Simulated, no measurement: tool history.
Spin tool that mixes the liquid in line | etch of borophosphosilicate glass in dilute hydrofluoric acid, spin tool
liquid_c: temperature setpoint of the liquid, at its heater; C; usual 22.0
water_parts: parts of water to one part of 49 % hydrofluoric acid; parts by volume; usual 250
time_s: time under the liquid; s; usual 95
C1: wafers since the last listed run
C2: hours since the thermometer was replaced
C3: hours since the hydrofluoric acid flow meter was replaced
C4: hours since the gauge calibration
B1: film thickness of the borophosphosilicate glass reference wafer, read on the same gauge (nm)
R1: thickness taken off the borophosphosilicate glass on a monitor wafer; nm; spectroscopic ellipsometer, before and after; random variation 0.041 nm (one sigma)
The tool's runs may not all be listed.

Run 1, hour 0.0: usual settings; C1 0; C2 119.8; C3 372.2; C4 1514.0; B1 119.96. Result: R1 10.27 nm.
At hour 89.2: gauge calibrated.
Run 2, hour 92.1: usual settings; C1 479; C2 211.9; C3 464.3; C4 2.9; B1 119.99. Result: R1 10.31 nm.
Run 3, hour 160.5: usual settings; C1 356; C2 280.3; C3 532.7; C4 71.3; B1 120.02. Result: R1 10.38 nm.
Run 4, hour 242.5: usual settings; C1 427; C2 362.3; C3 614.7; C4 153.3; B1 120.00. Result: R1 10.43 nm.
Run 5, hour 343.8: usual settings but liquid_c 21.0 C; C1 527; C2 463.6; C3 716.0; C4 254.6; B1 120.01. Result: R1 9.97 nm.
At hour 354.1: hydrofluoric acid flow meter replaced.
Run 6, hour 397.9: usual settings but liquid_c 21.0 C; C1 276; C2 517.7; C3 43.8; C4 308.7; B1 119.96. Result: R1 10.08 nm.
Run 7, hour 486.4: usual settings but liquid_c 21.0 C; C1 461; C2 606.2; C3 132.3; C4 397.2; B1 120.01. Result: R1 10.07 nm.
Run 8, hour 764.9: usual settings; C1 1451; C2 884.7; C3 410.8; C4 675.7; B1 120.00. Result: R1 10.54 nm.
At hour 791.1: thermometer replaced.
Run 9, hour 854.9: usual settings; C1 463; C2 63.8; C3 500.8; C4 765.7; B1 119.94. Result: R1 10.26 nm.
At hour 1022.7: hydrofluoric acid flow meter replaced.
Run 10, hour 1090.6: usual settings; C1 1222; C2 299.5; C3 67.9; C4 1001.4; B1 120.00. Result: R1 10.33 nm.
Run 11, hour 1278.4: usual settings; C1 978; C2 487.3; C3 255.7; C4 1189.2; B1 119.97. Result: R1 10.41 nm.
Run 12, hour 1359.5: usual settings; C1 422; C2 568.4; C3 336.8; C4 1270.3; B1 120.00. Result: R1 10.41 nm.
Run 13, hour 1407.0: usual settings; C1 247; C2 615.9; C3 384.3; C4 1317.8; B1 120.00. Result: R1 10.43 nm.
Run 14, hour 1486.1: usual settings; C1 412; C2 695.0; C3 463.4; C4 1396.9; B1 119.97. Result: R1 10.37 nm.
Run 15, hour 1538.4: usual settings; C1 272; C2 747.3; C3 515.7; C4 1449.2; B1 120.06. Result: R1 10.44 nm.
Run 16, hour 1583.2: usual settings; C1 233; C2 792.1; C3 560.5; C4 1494.0; B1 120.00. Result: R1 10.50 nm.
At hour 1725.6: hydrofluoric acid flow meter replaced.
Run 17, hour 1802.7: usual settings but liquid_c 25.0 C, time_s 145 s; C1 1138; C2 1011.6; C3 77.1; C4 1713.5; B1 120.01. Result: R1 17.83 nm.
Run 18, hour 1910.3: usual settings but liquid_c 24.5 C, water_parts 190 parts by volume; C1 560; C2 1119.2; C3 184.7; C4 1821.1; B1 120.01. Result: R1 16.21 nm.
At hour 1911.9: thermometer replaced.
Run 19, hour 2011.4: usual settings; C1 521; C2 99.5; C3 285.8; C4 1922.2; B1 120.03. Result: R1 10.33 nm.
At hour 2097.1: gauge calibrated.
Run 20, hour 2114.0: usual settings; C1 534; C2 202.1; C3 388.4; C4 16.9; B1 119.96. Result: R1 10.26 nm.
Run 21, hour 2205.2: usual settings but liquid_c 27.0 C; C1 475; C2 293.3; C3 479.6; C4 108.1; B1 119.99. Result: R1 12.34 nm.
Run 22, hour 2302.7: usual settings but time_s 50 s; C1 508; C2 390.8; C3 577.1; C4 205.6; B1 120.02. Result: R1 5.46 nm.
At hour 2347.1: hydrofluoric acid flow meter replaced.
Run 23, hour 2392.8: usual settings but liquid_c 20.0 C; C1 464; C2 480.9; C3 45.7; C4 295.7; B1 120.03. Result: R1 9.68 nm.
Run 24, hour 2429.1: usual settings but liquid_c 23.5 C, time_s 75 s; C1 189; C2 517.2; C3 82.0; C4 332.0; B1 119.99. Result: R1 8.60 nm.
Run 25, hour 2528.7: usual settings; C1 518; C2 616.8; C3 181.6; C4 431.6; B1 120.00. Result: R1 10.42 nm.
Run 26, hour 2580.3: usual settings but liquid_c 24.5 C, water_parts 315 parts by volume, time_s 55 s; C1 268; C2 668.4; C3 233.2; C4 483.2; B1 120.05. Result: R1 4.87 nm.
Run 27, hour 2687.2: usual settings; C1 557; C2 775.3; C3 340.1; C4 590.1; B1 119.97. Result: R1 10.49 nm.
Run 28, hour 2735.8: usual settings but time_s 60 s; C1 253; C2 823.9; C3 388.7; C4 638.7; B1 120.02. Result: R1 6.59 nm.
Run 29, hour 2782.6: usual settings but liquid_c 25.5 C; C1 243; C2 870.7; C3 435.5; C4 685.5; B1 119.96. Result: R1 11.84 nm.
At hour 2838.0: thermometer replaced.
Run 30, hour 2866.5: usual settings; C1 431; C2 28.5; C3 519.4; C4 769.4; B1 119.98. Result: R1 10.18 nm.
At hour 2947.1: hydrofluoric acid flow meter replaced.
Run 31, hour 2960.0: usual settings but liquid_c 24.0 C, water_parts 170 parts by volume, time_s 125 s; C1 481; C2 122.0; C3 12.9; C4 862.9; B1 120.01. Result: R1 23.30 nm.

4 ways to go on from here, each from the tool as it stands after run 31. What would each give?
Run A, hour 2960.4: usual settings but time_s 140 s; C1 2; C2 122.4; C3 13.3; C4 863.3; B1 ?. Result: R1 ?.
Run B, hour 2960.4: usual settings but water_parts 165 parts by volume, time_s 50 s; C1 2; C2 122.4; C3 13.3; C4 863.3; B1 ?. Result: R1 ?.
Run C, hour 2960.4: usual settings but liquid_c 17.5 C, time_s 65 s; C1 2; C2 122.4; C3 13.3; C4 863.3; B1 ?. Result: R1 ?.
Run D, hour 2960.4: usual settings but liquid_c 25.0 C, water_parts 185 parts by volume; C1 2; C2 122.4; C3 13.3; C4 863.3; B1 ?. Result: R1 ?.

run      B1     R1
  A  119.97  15.11
  B  119.97   8.92
  C  119.97   5.92
  D  119.97  16.56
Without the tool's hidden state the same runs would have given:
run     R1
  A  15.06
  B   8.89
  C   5.90
  D  16.50
